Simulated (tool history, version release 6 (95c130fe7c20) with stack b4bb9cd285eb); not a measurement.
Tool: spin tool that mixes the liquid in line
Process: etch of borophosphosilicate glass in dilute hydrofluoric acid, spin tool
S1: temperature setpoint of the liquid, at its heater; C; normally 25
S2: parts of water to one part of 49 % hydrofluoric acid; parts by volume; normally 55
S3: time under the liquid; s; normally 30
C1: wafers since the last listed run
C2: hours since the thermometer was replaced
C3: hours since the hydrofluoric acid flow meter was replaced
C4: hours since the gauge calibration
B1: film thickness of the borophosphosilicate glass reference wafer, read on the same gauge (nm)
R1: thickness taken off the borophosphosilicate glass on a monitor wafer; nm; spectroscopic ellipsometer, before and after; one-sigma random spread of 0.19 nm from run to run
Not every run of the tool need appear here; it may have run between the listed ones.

Run 1, hour 0: usual settings; C1 0; C2 1143.1; C3 1353.5; C4 987.7; B1 110. Result: R1 39.72 nm.
Run 2, hour 89.7: usual settings; C1 1355; C2 1232.8; C3 1443.2; C4 1077.4; B1 109.98. Result: R1 39.6 nm.
Run 3, hour 174.3: usual settings; C1 1278; C2 1317.4; C3 1527.8; C4 1162; B1 110.02. Result: R1 39.6 nm.
Run 4, hour 248.9: usual settings; C1 1127; C2 1392; C3 1602.4; C4 1236.6; B1 109.98. Result: R1 39.7 nm.
Run 5, hour 294.7: usual settings; C1 692; C2 1437.8; C3 1648.2; C4 1282.4; B1 110. Result: R1 39.48 nm.
Run 6, hour 399.9: usual settings but S2 75 parts by volume, S3 40 s; C1 1589; C2 1543; C3 1753.4; C4 1387.6; B1 110. Result: R1 37.63 nm.
Run 7, hour 475.3: usual settings but S2 75 parts by volume, S3 40 s; C1 1139; C2 1618.4; C3 1828.8; C4 1463; B1 110.03. Result: R1 37.37 nm.
Run 8, hour 572: usual settings but S2 75 parts by volume, S3 40 s; C1 1461; C2 1715.1; C3 1925.5; C4 1559.7; B1 109.99. Result: R1 37.27 nm.
Run 9, hour 633.7: usual settings but S1 22.5 C, S2 70 parts by volume; C1 932; C2 1776.8; C3 1987.2; C4 1621.4; B1 110. Result: R1 27.38 nm.
Run 10, hour 707.6: usual settings but S1 22.5 C, S2 70 parts by volume; C1 1116; C2 1850.7; C3 2061.1; C4 1695.3; B1 110.04. Result: R1 27.22 nm.
Run 11, hour 758.1: usual settings but S1 22.5 C, S2 70 parts by volume; C1 763; C2 1901.2; C3 2111.6; C4 1745.8; B1 110. Result: R1 27.17 nm.
Run 12, hour 845.1: usual settings; C1 1314; C2 1988.2; C3 2198.6; C4 1832.8; B1 110. Result: R1 39.07 nm.
Run 13, hour 951.7: usual settings; C1 1610; C2 2094.8; C3 2305.2; C4 1939.4; B1 110. Result: R1 38.7 nm.
At hour 974.6: hydrofluoric acid flow meter replaced.
Run 14, hour 998.1: usual settings but S1 21 C, S2 40 parts by volume, S3 15 s; C1 686; C2 2141.2; C3 23.5; C4 1985.8; B1 109.99. Result: R1 24.5 nm.
At hour 1058.3: gauge calibrated.
Run 15, hour 1096.1: usual settings but S3 45 s; C1 1480; C2 2239.2; C3 121.5; C4 37.8; B1 109.99. Result: R1 61.49 nm.
Run 16, hour 1149.4: usual settings but S1 22.5 C, S2 35 parts by volume, S3 20 s; C1 805; C2 2292.5; C3 174.8; C4 91.1; B1 109.98. Result: R1 39.46 nm.
Run 17, hour 1237.3: usual settings but S1 30 C, S2 70 parts by volume, S3 35 s; C1 1328; C2 2380.4; C3 262.7; C4 179; B1 109.99. Result: R1 44.66 nm.
Run 18, hour 1318: usual settings but S1 23 C, S2 75 parts by volume; C1 1219; C2 2461.1; C3 343.4; C4 259.7; B1 109.99. Result: R1 26.81 nm.
Run 19, hour 1560.9: usual settings but S3 20 s; C1 3670; C2 2704; C3 586.3; C4 502.6; B1 109.97. Result: R1 26.86 nm.
Run 20, hour 1624: usual settings; C1 953; C2 2767.1; C3 649.4; C4 565.7; B1 110. Result: R1 40.2 nm.
Run 21, hour 1720.9: usual settings but S1 30 C, S2 70 parts by volume, S3 35 s; C1 1464; C2 2864; C3 746.3; C4 662.6; B1 110. Result: R1 44.07 nm.
Run 22, hour 1787.9: usual settings but S2 85 parts by volume, S3 25 s; C1 1012; C2 2931; C3 813.3; C4 729.6; B1 109.99. Result: R1 20.86 nm.
At hour 1853.8: thermometer replaced.
Run 23, hour 1854.7: usual settings but S2 70 parts by volume; C1 994; C2 0.9; C3 880.1; C4 796.4; B1 110.01. Result: R1 30.75 nm.
Run 24, hour 1900.3: usual settings but S1 27.5 C, S3 15 s; C1 689; C2 46.5; C3 925.7; C4 842; B1 109.99. Result: R1 22.06 nm.
Run 25, hour 1978.5: usual settings but S3 35 s; C1 1181; C2 124.7; C3 1003.9; C4 920.2; B1 110. Result: R1 46.46 nm.
Run 26, hour 2071.2: usual settings; C1 1400; C2 217.4; C3 1096.6; C4 1012.9; B1 110. Result: R1 39.83 nm.
Run 27, hour 2157.2: usual settings but S1 27.5 C; C1 1299; C2 303.4; C3 1182.6; C4 1098.9; B1 109.99. Result: R1 44.13 nm.
Run 28, hour 2258.4: usual settings but S1 23.5 C; C1 1529; C2 404.6; C3 1283.8; C4 1200.1; B1 110.03. Result: R1 37.25 nm.
Run 29, hour 2440: usual settings; C1 2744; C2 586.2; C3 1465.4; C4 1381.7; B1 110.03. Result: R1 39.34 nm.
Run 30, hour 2495.1: usual settings but S2 65 parts by volume, S3 35 s; C1 832; C2 641.3; C3 1520.5; C4 1436.8; B1 110.01. Result: R1 38.08 nm.
Run 31, hour 2584.7: usual settings but S1 22.5 C; C1 1353; C2 730.9; C3 1610.1; C4 1526.4; B1 109.99. Result: R1 35.48 nm.

Hidden state or all else? Some run-to-run changes of R1, split into what the settings, what came in and random variation would give without the hidden state, and what is left for the hidden state (with any gauge scatter that isn't in both results):
Hidden conditions of the tool in this case: liquid colder than its thermometer reads (K); hydrofluoric acid flow below the setpoint (%); gauge reads high (%).
Run 11 -> 12: S1 22.5 -> 25, S2 70 -> 55. R1 +11.9 nm: hidden state -0.84, all else +12.74.
Run 13 -> 14: S1 25 -> 21, S2 55 -> 40, S3 30 -> 15, hydrofluoric acid flow meter replaced. R1 -14.2 nm: hidden state +2.41, all else -16.61.
Run 14 -> 15: S1 21 -> 25, S2 40 -> 55, S3 15 -> 45, gauge calibrated. R1 +36.99 nm: hidden state -0.63, all else +37.62.
Run 21 -> 22: S1 30 -> 25, S2 70 -> 85, S3 35 -> 25. R1 -23.21 nm: hidden state +0.74, all else -23.95.
Run 24 -> 25: S1 27.5 -> 25, S3 15 -> 35. R1 +24.4 nm: hidden state -1.03, all else +25.43.

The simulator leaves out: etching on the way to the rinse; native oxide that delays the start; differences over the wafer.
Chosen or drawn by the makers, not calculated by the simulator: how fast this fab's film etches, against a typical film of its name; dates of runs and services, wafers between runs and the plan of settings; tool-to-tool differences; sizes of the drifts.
